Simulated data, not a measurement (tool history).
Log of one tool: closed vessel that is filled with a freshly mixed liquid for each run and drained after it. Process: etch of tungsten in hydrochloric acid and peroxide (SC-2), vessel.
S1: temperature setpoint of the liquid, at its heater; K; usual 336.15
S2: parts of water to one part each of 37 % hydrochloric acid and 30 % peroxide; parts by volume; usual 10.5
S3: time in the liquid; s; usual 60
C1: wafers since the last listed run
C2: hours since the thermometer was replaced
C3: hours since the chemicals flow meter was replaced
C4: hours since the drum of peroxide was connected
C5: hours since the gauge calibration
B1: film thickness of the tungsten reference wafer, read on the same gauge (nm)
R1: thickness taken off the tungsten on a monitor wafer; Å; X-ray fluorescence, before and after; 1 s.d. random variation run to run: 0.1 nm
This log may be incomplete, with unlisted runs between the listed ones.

run   hour      S1    S2  S3    C1      C2     C3     C4     C5      B1     R1
  1    0.0  328.65  13.0  60     0  1819.5   81.5  265.8  321.5  147.97   79.4
  2   20.4  329.15  10.5  60  1644  1839.9  101.9  286.2  341.9  147.82   99.7
  3   38.4  336.15  10.5  60  1450  1857.9  119.9  304.2  359.9  147.71  153.9
  4   65.6  336.15  10.5  60  2192  1885.1  147.1  331.4  387.1  147.55  153.1
  5   77.8  336.15  10.5  60   983  1897.3  159.3  343.6  399.3  147.48  152.6
  6   92.4  339.15  10.5  75  1176  1911.9  173.9  358.2  413.9  147.37  231.3
  7  112.1  339.15  10.5  75  1587  1931.6  193.6  377.9  433.6  147.23  230.3
  8  140.5  339.15  10.5  75  2289  1960.0  222.0  406.3  462.0  147.06  228.0
  9  172.2  336.15  10.5  85  2555  1991.7  253.7  438.0  493.7  146.89  214.4
 10  185.9  336.15  10.5  85  1104  2005.4  267.4  451.7  507.4  146.78  216.4
     189.7  -- thermometer replaced
 11  209.2  336.15  10.5  85  1797    19.5  290.7  475.0  530.7  146.72  214.4
 12  223.4  336.15  10.5  60  1144    33.7  304.9  489.2  544.9  146.54  153.1
     228.6  -- new drum of peroxide connected
     229.7  -- gauge calibrated
 13  244.0  336.15  10.5  60  1579    54.3  325.5   15.4   14.3  149.65  156.7
 14  268.3  339.15  10.5  75  1958    78.6  349.8   39.7   38.6  149.49  233.0
 15  292.1  336.15   7.5  50  1918   102.4  373.6   63.5   62.4  149.32  169.0
 16  314.0  336.15  10.5  80  1765   124.3  395.5   85.4   84.3  149.21  206.5
 17  334.6  336.15  10.5  60  1660   144.9  416.1  106.0  104.9  149.14  156.2
     350.8  -- chemicals flow meter replaced
 18  367.1  328.65  10.5  90  2538   177.4   16.3  138.5  137.4  148.90  143.7
 19  386.8  336.15  10.5  60  1587   197.1   36.0  158.2  157.1  148.80  153.4
 20  413.3  336.15   7.0  60  2135   223.6   62.5  184.7  183.6  148.63  213.7
 21  434.6  340.15  10.5  60  1716   244.9   83.8  206.0  204.9  148.46  196.6
 22  458.7  336.15   8.5  90  1942   269.0  107.9  230.1  229.0  148.33  277.1
 23  518.6  345.15   6.0  85  4827   328.9  167.8  290.0  288.9  148.00  590.4
 24  535.3  336.15  10.5  90  1346   345.6  184.5  306.7  305.6  147.89  230.6
 25  557.2  336.15  12.5  60  1765   367.5  206.4  328.6  327.5  147.78  131.5
 26  578.2  333.65  10.5  70  1692   388.5  227.4  349.6  348.5  147.64  152.7

Below, each run's measurement less what the same run would have read without the hidden state. Both values contain the same run-to-run variation, but the gauge's scatter may not be the same in both:
Hidden state present: liquid hotter than its thermometer reads (K); chemicals flow above the setpoint (%); peroxide weaker than its label (%); gauge reads high (%).
run    R1
  1  -1.1
  2  -1.5
  3  -2.4
  4  -2.6
  5  -2.7
  6  -4.1
  7  -4.3
  8  -4.5
  9  -4.5
 10  -4.7
 11  -4.9
 12  -3.5
 13  -0.4
 14  -0.8
 15  -0.8
 16  -1.1
 17  -1.0
 18  -1.0
 19  -1.2
 20  -1.9
 21  -2.0
 22  -3.1
 23  -8.0
 24  -3.3
 25  -2.0
 26  -2.4
